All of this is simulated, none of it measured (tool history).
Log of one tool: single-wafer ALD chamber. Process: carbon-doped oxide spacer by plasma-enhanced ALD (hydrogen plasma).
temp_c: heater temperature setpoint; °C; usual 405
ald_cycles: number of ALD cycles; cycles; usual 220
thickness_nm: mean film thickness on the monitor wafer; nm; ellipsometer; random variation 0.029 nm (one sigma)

run,hour,temp_c,ald_cycles,wafers since the last listed run,hours since the last thermocouple change,hours since the gauge calibration,"read-back reference wafer on the same gauge, thickness_nm",thickness_nm
1,0,394,188,0,455.5,759.1,9.979,8.216
2,52.9,409,245,68,508.4,812,10.011,10.522
3,142.9,409,245,116,598.4,902,9.998,10.554
4,199.6,409,245,73,655.1,958.7,9.99,10.578
5,257.9,416,220,75,713.4,1017,9.993,9.262
6,316.4,416,220,75,771.9,1075.5,9.997,9.298
7,393.5,416,220,100,849,1152.6,9.99,9.22
8,449.7,414,248,72,905.2,1208.8,9.987,10.535
9,489.1,414,248,51,944.6,1248.2,9.992,10.539
10,533.7,405,220,57,989.2,1292.8,9.975,9.57
# hour 624.7: thermocouple changed; heater temperature recalibrated
11,637.4,405,220,124,12.7,1396.5,9.989,9.634
12,796.6,405,220,206,171.9,1555.7,9.986,9.658
13,897,397,220,130,272.3,1656.1,9.99,9.618
14,953.3,397,220,73,328.6,1712.4,9.991,9.641
15,990.6,405,236,48,365.9,1749.7,9.982,10.369
16,1087.5,414,220,125,462.8,1846.6,9.998,9.497
# hour 1115.7: thermocouple changed; heater temperature recalibrated, repeated, since the last time left the tool worse
# hour 1118.1: gauge calibrated
17,1130.7,405,220,45,15,12.6,9.984,9.492
18,1227.5,420,220,125,111.8,109.4,9.969,9.058
19,1267.8,413,178,52,152.1,149.7,9.989,7.521
20,1362.1,399,248,122,246.4,244,10,10.883
21,1419.7,419,180,74,304,301.6,9.986,7.467
22,1462.2,405,220,55,346.5,344.1,9.969,9.508
23,1549.7,419,245,113,434,431.6,9.983,10.223
24,1609.9,405,220,78,494.2,491.8,9.986,9.547
25,1649.9,405,205,51,534.2,531.8,9.99,8.885
26,1688,395,241,49,572.3,569.9,9.983,10.56
27,1765,393,234,99,649.3,646.9,9.991,10.277
28,1801.7,398,260,47,686,683.6,9.971,11.442
29,1882.8,405,253,105,767.1,764.7,9.998,11.063
30,1944.6,418,260,80,828.9,826.5,10,10.93
31,2001.9,412,220,74,886.2,883.8,9.981,9.451
32,2080,414,246,101,964.3,961.9,9.995,10.477

Some steps in thickness_nm between neighbouring runs. How much of each would the tool show without its hidden state too (settings, what came in, random variation), and how much is left for the hidden state, with any gauge scatter that isn't in both results?
The hidden state here: wafer temperature above the value expected at the setpoint (K); gauge reads high (%).
Run 1 -> 2: temp_c 394 -> 409, ald_cycles 188 -> 245. thickness_nm +2.306 nm: hidden state +0.035, all else +2.271.
Run 12 -> 13: temp_c 405 -> 397. thickness_nm -0.04 nm: hidden state -0.144, all else +0.104.
Run 14 -> 15: temp_c 397 -> 405, ald_cycles 220 -> 236. thickness_nm +0.728 nm: hidden state +0.156, all else +0.572.
Run 16 -> 17: temp_c 414 -> 405, thermocouple changed; heater temperature recalibrated, repeated, since the last time left the tool worse, gauge calibrated. thickness_nm -0.005 nm: hidden state -0.214, all else +0.209.
Run 19 -> 20: temp_c 413 -> 399, ald_cycles 178 -> 248. thickness_nm +3.362 nm: hidden state +0.004, all else +3.358.
Run 20 -> 21: temp_c 399 -> 419, ald_cycles 248 -> 180. thickness_nm -3.416 nm: hidden state +0.001, all else -3.417.
